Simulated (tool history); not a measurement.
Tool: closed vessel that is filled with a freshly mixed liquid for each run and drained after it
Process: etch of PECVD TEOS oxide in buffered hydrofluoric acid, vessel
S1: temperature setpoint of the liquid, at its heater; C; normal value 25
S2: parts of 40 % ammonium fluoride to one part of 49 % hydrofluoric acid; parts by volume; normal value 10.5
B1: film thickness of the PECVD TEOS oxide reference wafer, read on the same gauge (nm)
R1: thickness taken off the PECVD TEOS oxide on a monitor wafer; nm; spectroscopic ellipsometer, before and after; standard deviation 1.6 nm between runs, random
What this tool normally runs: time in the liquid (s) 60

{"run": 1, "hour": 0.0, "S1": 25, "S2": 10.5, "time in the liquid (s)": 60, "B1": 150, "R1": 201.8}
{"run": 2, "hour": 47.3, "S1": 25, "S2": 10.5, "time in the liquid (s)": 60, "B1": 149.99, "R1": 199.65}
{"run": 3, "hour": 135.1, "S1": 25, "S2": 10.5, "time in the liquid (s)": 60, "B1": 149.98, "R1": 200.15}
{"run": 4, "hour": 191.2, "S1": 25, "S2": 10.5, "time in the liquid (s)": 60, "B1": 150.02, "R1": 196.98}
{"run": 5, "hour": 257.4, "S1": 25, "S2": 10.5, "time in the liquid (s)": 60, "B1": 149.96, "R1": 198.08}
{"run": 6, "hour": 287.9, "S1": 25, "S2": 10.5, "time in the liquid (s)": 60, "B1": 150.07, "R1": 197.74}
{"run": 7, "hour": 331.0, "S1": 25, "S2": 10.5, "time in the liquid (s)": 60, "B1": 149.98, "R1": 195.33}
{"hour": 350.8, "done": "hydrofluoric acid flow meter replaced"}
{"run": 8, "hour": 392.6, "S1": 25, "S2": 10.5, "time in the liquid (s)": 60, "B1": 150.01, "R1": 197.84}
{"hour": 398.6, "done": "gauge calibrated"}
{"run": 9, "hour": 434.4, "S1": 25, "S2": 10.5, "time in the liquid (s)": 60, "B1": 149.95, "R1": 195.62}
{"run": 10, "hour": 496.7, "S1": 25, "S2": 7.5, "time in the liquid (s)": 85, "B1": 149.99, "R1": 375.43}
{"run": 11, "hour": 561.9, "S1": 25, "S2": 10.5, "time in the liquid (s)": 60, "B1": 149.99, "R1": 193.1}
{"run": 12, "hour": 628.9, "S1": 25, "S2": 10.5, "time in the liquid (s)": 60, "B1": 150.02, "R1": 196.99}
{"run": 13, "hour": 665.9, "S1": 25, "S2": 12.5, "time in the liquid (s)": 60, "B1": 150.01, "R1": 164.48}
{"run": 14, "hour": 695.9, "S1": 22.5, "S2": 9.5, "time in the liquid (s)": 30, "B1": 149.99, "R1": 91}
{"hour": 708.2, "done": "thermometer replaced"}
{"run": 15, "hour": 727.3, "S1": 25, "S2": 9.5, "time in the liquid (s)": 75, "B1": 150.02, "R1": 292.06}
{"hour": 743.5, "done": "hydrofluoric acid flow meter replaced"}
{"run": 16, "hour": 756.3, "S1": 25, "S2": 10.5, "time in the liquid (s)": 60, "B1": 150.01, "R1": 218.14}
{"run": 17, "hour": 805.7, "S1": 21.5, "S2": 8, "time in the liquid (s)": 90, "B1": 149.97, "R1": 342.93}
{"run": 18, "hour": 870.5, "S1": 22, "S2": 10.5, "time in the liquid (s)": 60, "B1": 149.96, "R1": 185.62}
{"run": 19, "hour": 921.4, "S1": 25, "S2": 10.5, "time in the liquid (s)": 60, "B1": 149.99, "R1": 217.64}
{"run": 20, "hour": 977.4, "S1": 25, "S2": 14, "time in the liquid (s)": 85, "B1": 149.99, "R1": 232.81}
{"run": 21, "hour": 1043.6, "S1": 21.5, "S2": 13, "time in the liquid (s)": 95, "B1": 150.01, "R1": 228.25}
{"hour": 1045.2, "done": "gauge calibrated"}
{"run": 22, "hour": 1101.5, "S1": 25, "S2": 10.5, "time in the liquid (s)": 60, "B1": 149.95, "R1": 213.44}
{"run": 23, "hour": 1126.7, "S1": 25, "S2": 14.5, "time in the liquid (s)": 30, "B1": 149.99, "R1": 78.12}
{"run": 24, "hour": 1161.5, "S1": 25, "S2": 10.5, "time in the liquid (s)": 35, "B1": 150.03, "R1": 125.28}

Hidden state or all else? Some run-to-run changes of R1, split into what the settings, what came in and random variation would give without the hidden state, and what is left for the hidden state (with any gauge scatter that isn't in both results):
The tool's hidden condition here consists of: liquid colder than its thermometer reads (K); hydrofluoric acid flow above the setpoint (%); gauge reads high (%).
Run 9 -> 10: S2 10.5 -> 7.5, time in the liquid (s) 60 -> 85. R1 +179.81 nm: hidden state -20.48, all else +200.29.
Run 10 -> 11: S2 7.5 -> 10.5, time in the liquid (s) 85 -> 60. R1 -182.33 nm: hidden state +19.82, all else -202.15.
Run 14 -> 15: S1 22.5 -> 25, time in the liquid (s) 30 -> 75, thermometer replaced. R1 +201.06 nm: hidden state +10.53, all else +190.53.
